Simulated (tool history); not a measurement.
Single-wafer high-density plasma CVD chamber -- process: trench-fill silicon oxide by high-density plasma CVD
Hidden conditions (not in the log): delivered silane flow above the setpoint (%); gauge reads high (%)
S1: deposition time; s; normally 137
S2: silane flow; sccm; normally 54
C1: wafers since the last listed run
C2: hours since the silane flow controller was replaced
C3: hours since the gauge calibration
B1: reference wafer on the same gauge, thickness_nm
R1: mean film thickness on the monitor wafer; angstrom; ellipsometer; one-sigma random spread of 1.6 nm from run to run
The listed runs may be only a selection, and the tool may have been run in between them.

| run | hour | S1 | S2 | C1 | C2 | C3 | B1 | R1 |
|---|---|---|---|---|---|---|---|---|
| 1 | 0 | 137 | 54 | 0 | 3155.9 | 20.3 | 824.631 | 7969.99 |
| 2 | 41.8 | 137 | 59 | 634 | 3197.7 | 62.1 | 825.023 | 8374.6 |
| 3 | 63.9 | 151 | 46 | 335 | 3219.8 | 84.2 | 825.126 | 8066.8 |
| 4 | 99.7 | 151 | 46 | 543 | 3255.6 | 120 | 825.529 | 8042.13 |
| 5 | 206.6 | 151 | 46 | 1621 | 3362.5 | 226.9 | 824.838 | 8064.1 |
| 6 | 225.1 | 151 | 54 | 280 | 3381 | 245.4 | 825.098 | 8778.72 |
| 7 | 250.3 | 151 | 54 | 382 | 3406.2 | 270.6 | 825.216 | 8776.1 |
| 8 | 271 | 151 | 54 | 314 | 3426.9 | 291.3 | 824.892 | 8775.75 |
| 9 | 286.4 | 137 | 54 | 233 | 3442.3 | 306.7 | 825.004 | 7969 |
| 10 | 329.2 | 137 | 54 | 649 | 3485.1 | 349.5 | 825.264 | 7968.77 |
| 11 | 352 | 137 | 54 | 345 | 3507.9 | 372.3 | 824.39 | 7971.33 |
| 12 | 366.8 | 137 | 46 | 224 | 3522.7 | 387.1 | 824.646 | 7291.98 |
| 13 | 392.8 | 137 | 54 | 394 | 3548.7 | 413.1 | 824.855 | 7959.07 |
|  | 406.8 | silane flow controller replaced |
| 14 | 428 | 137 | 54 | 412 | 21.2 | 448.3 | 825.341 | 8289.54 |
| 15 | 448.5 | 137 | 54 | 310 | 41.7 | 468.8 | 824.974 | 8238.52 |
| 16 | 463.8 | 137 | 54 | 232 | 57 | 484.1 | 825.019 | 8271.52 |
| 17 | 490.3 | 127 | 45 | 402 | 83.5 | 510.6 | 824.999 | 6959.93 |
| 18 | 517.2 | 137 | 54 | 408 | 110.4 | 537.5 | 824.983 | 8247.93 |
| 19 | 532.5 | 137 | 54 | 232 | 125.7 | 552.8 | 824.272 | 8277.61 |
| 20 | 560.7 | 164 | 54 | 427 | 153.9 | 581 | 825.173 | 9851.17 |
| 21 | 581.7 | 156 | 49 | 318 | 174.9 | 602 | 824.781 | 8895.01 |
| 22 | 608.1 | 124 | 46 | 400 | 201.3 | 628.4 | 824.497 | 6833.28 |
| 23 | 625.9 | 137 | 54 | 270 | 219.1 | 646.2 | 825.076 | 8238.41 |
| 24 | 640.4 | 155 | 47 | 219 | 233.6 | 660.7 | 825.162 | 8649.28 |
|  | 650.3 | gauge calibrated |
| 25 | 657.2 | 137 | 43 | 254 | 250.4 | 6.9 | 825.38 | 7291.23 |
| 26 | 670.1 | 137 | 54 | 195 | 263.3 | 19.8 | 825.197 | 8193.21 |
| 27 | 696 | 137 | 54 | 392 | 289.2 | 45.7 | 824.893 | 8219.84 |
| 28 | 722.7 | 119 | 44 | 405 | 315.9 | 72.4 | 825.352 | 6400.99 |
| 29 | 750.9 | 152 | 65 | 427 | 344.1 | 100.6 | 824.934 | 10138.91 |
| 30 | 784.1 | 128 | 54 | 503 | 377.3 | 133.8 | 825.172 | 7641.87 |
| 31 | 819.4 | 120 | 47 | 535 | 412.6 | 169.1 | 824.438 | 6658.4 |
| 32 | 906.7 | 137 | 54 | 1324 | 499.9 | 256.4 | 825.197 | 8169.76 |
| 33 | 921.5 | 137 | 54 | 224 | 514.7 | 271.2 | 824.432 | 8189.03 |

Below are 4 alternative next runs, each starting from the tool's condition after run 33. Predict each:
| A | 921.9 | 137 | 54 | 6 | 515.1 | 271.6 | ? | ? |
| B | 921.9 | 156 | 54 | 6 | 515.1 | 271.6 | ? | ? |
| C | 921.9 | 128 | 50 | 6 | 515.1 | 271.6 | ? | ? |
| D | 921.9 | 113 | 60 | 6 | 515.1 | 271.6 | ? | ? |

| run | B1 | R1 |
|---|---|---|
| A | 825.236 | 8199.38 |
| B | 825.236 | 9336.52 |
| C | 825.236 | 7342.13 |
| D | 825.236 | 7184.89 |
With the hidden condition removed and each run's random variation left untouched, the same runs would have given:
| run | R1 |
|---|---|
| A | 8310.12 |
| B | 9462.61 |
| C | 7441.29 |
| D | 7281.93 |
